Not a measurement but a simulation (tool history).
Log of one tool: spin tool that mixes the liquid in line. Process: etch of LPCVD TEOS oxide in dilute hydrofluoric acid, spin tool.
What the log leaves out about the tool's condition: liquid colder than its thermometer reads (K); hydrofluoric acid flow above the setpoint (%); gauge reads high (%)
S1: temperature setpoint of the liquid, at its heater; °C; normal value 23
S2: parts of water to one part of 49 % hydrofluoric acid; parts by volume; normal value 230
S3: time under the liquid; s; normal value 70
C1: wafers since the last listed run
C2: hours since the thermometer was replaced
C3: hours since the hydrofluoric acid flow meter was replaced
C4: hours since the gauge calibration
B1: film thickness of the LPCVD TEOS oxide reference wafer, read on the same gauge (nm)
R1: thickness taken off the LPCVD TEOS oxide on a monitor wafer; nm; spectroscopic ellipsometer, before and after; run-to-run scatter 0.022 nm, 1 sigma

{"run": 1, "hour": 0.0, "S1": 23, "S2": 265, "S3": 70, "C1": 0, "C2": 574.2, "C3": 408.8, "C4": 272.9, "B1": 80.873, "R1": 3.276}
{"run": 2, "hour": 60.2, "S1": 23, "S2": 265, "S3": 70, "C1": 648, "C2": 634.4, "C3": 469, "C4": 333.1, "B1": 81.03, "R1": 3.286}
{"run": 3, "hour": 104.9, "S1": 25, "S2": 230, "S3": 60, "C1": 481, "C2": 679.1, "C3": 513.7, "C4": 377.8, "B1": 81.197, "R1": 3.575}
{"hour": 118.5, "done": "hydrofluoric acid flow meter replaced"}
{"run": 4, "hour": 150.8, "S1": 25, "S2": 230, "S3": 60, "C1": 483, "C2": 725, "C3": 32.3, "C4": 423.7, "B1": 81.334, "R1": 3.625}
{"run": 5, "hour": 184.8, "S1": 23, "S2": 230, "S3": 70, "C1": 366, "C2": 759, "C3": 66.3, "C4": 457.7, "B1": 81.448, "R1": 3.922}
{"run": 6, "hour": 251.9, "S1": 23, "S2": 230, "S3": 70, "C1": 722, "C2": 826.1, "C3": 133.4, "C4": 524.8, "B1": 81.668, "R1": 3.908}
{"run": 7, "hour": 302.3, "S1": 23, "S2": 230, "S3": 70, "C1": 542, "C2": 876.5, "C3": 183.8, "C4": 575.2, "B1": 81.818, "R1": 3.983}
{"run": 8, "hour": 359.7, "S1": 25.5, "S2": 190, "S3": 70, "C1": 618, "C2": 933.9, "C3": 241.2, "C4": 632.6, "B1": 82.007, "R1": 5.5}
{"run": 9, "hour": 389.7, "S1": 25.5, "S2": 190, "S3": 70, "C1": 323, "C2": 963.9, "C3": 271.2, "C4": 662.6, "B1": 82.101, "R1": 5.488}
{"run": 10, "hour": 450.1, "S1": 23, "S2": 230, "S3": 40, "C1": 650, "C2": 1024.3, "C3": 331.6, "C4": 723, "B1": 82.278, "R1": 2.272}
{"run": 11, "hour": 481.6, "S1": 23, "S2": 230, "S3": 40, "C1": 339, "C2": 1055.8, "C3": 363.1, "C4": 754.5, "B1": 82.382, "R1": 2.294}
{"hour": 523.3, "done": "thermometer replaced"}
{"run": 12, "hour": 551.0, "S1": 23, "S2": 230, "S3": 90, "C1": 736, "C2": 27.7, "C3": 432.5, "C4": 823.9, "B1": 82.617, "R1": 5.147}
{"run": 13, "hour": 615.0, "S1": 23, "S2": 230, "S3": 70, "C1": 689, "C2": 91.7, "C3": 496.5, "C4": 887.9, "B1": 82.843, "R1": 4.024}
{"hour": 625.6, "done": "gauge calibrated"}
{"hour": 677.1, "done": "hydrofluoric acid flow meter replaced"}
{"run": 14, "hour": 686.5, "S1": 23, "S2": 230, "S3": 35, "C1": 759, "C2": 163.2, "C3": 9.4, "C4": 60.9, "B1": 80.165, "R1": 1.941}
{"run": 15, "hour": 722.6, "S1": 23, "S2": 270, "S3": 70, "C1": 388, "C2": 199.3, "C3": 45.5, "C4": 97, "B1": 80.263, "R1": 3.174}
{"run": 16, "hour": 749.6, "S1": 23, "S2": 345, "S3": 105, "C1": 290, "C2": 226.3, "C3": 72.5, "C4": 124, "B1": 80.337, "R1": 3.49}
{"run": 17, "hour": 797.2, "S1": 21, "S2": 230, "S3": 100, "C1": 512, "C2": 273.9, "C3": 120.1, "C4": 171.6, "B1": 80.488, "R1": 5.158}
{"run": 18, "hour": 847.6, "S1": 23, "S2": 230, "S3": 45, "C1": 542, "C2": 324.3, "C3": 170.5, "C4": 222, "B1": 80.666, "R1": 2.502}
{"run": 19, "hour": 885.7, "S1": 23, "S2": 135, "S3": 70, "C1": 410, "C2": 362.4, "C3": 208.6, "C4": 260.1, "B1": 80.788, "R1": 7.376}
{"run": 20, "hour": 931.0, "S1": 18, "S2": 230, "S3": 85, "C1": 487, "C2": 407.7, "C3": 253.9, "C4": 305.4, "B1": 80.904, "R1": 3.973}
{"run": 21, "hour": 955.1, "S1": 25, "S2": 230, "S3": 60, "C1": 259, "C2": 431.8, "C3": 278, "C4": 329.5, "B1": 81.004, "R1": 3.62}
{"run": 22, "hour": 1134.5, "S1": 23, "S2": 230, "S3": 70, "C1": 1932, "C2": 611.2, "C3": 457.4, "C4": 508.9, "B1": 81.577, "R1": 3.99}
{"run": 23, "hour": 1191.8, "S1": 23, "S2": 230, "S3": 70, "C1": 617, "C2": 668.5, "C3": 514.7, "C4": 566.2, "B1": 81.747, "R1": 3.96}
{"run": 24, "hour": 1220.8, "S1": 26.5, "S2": 145, "S3": 70, "C1": 312, "C2": 697.5, "C3": 543.7, "C4": 595.2, "B1": 81.864, "R1": 7.812}

Describe how what the log doesn't record of the tool's condition differs between the last listed run preceding each entry between runs and the first listed run following it.
From run 3 to run 4: hydrofluoric acid flow meter replaced (hour 118.5)
  gauge reads high (%): 1.49 -> 1.67
  what was measured, less what the result would be without the hidden state, R1: +0.052 -> +0.059 nm
From run 11 to run 12: thermometer replaced (hour 523.3)
  gauge reads high (%): 3 -> 3.27
  what was measured, less what the result would be without the hidden state, R1: +0.067 -> +0.163 nm
From run 13 to run 14: gauge calibrated (hour 625.6); hydrofluoric acid flow meter replaced (hour 677.1)
  gauge reads high (%): 3.53 -> 0.181
  what was measured, less what the result would be without the hidden state, R1: +0.137 -> +0.004 nm
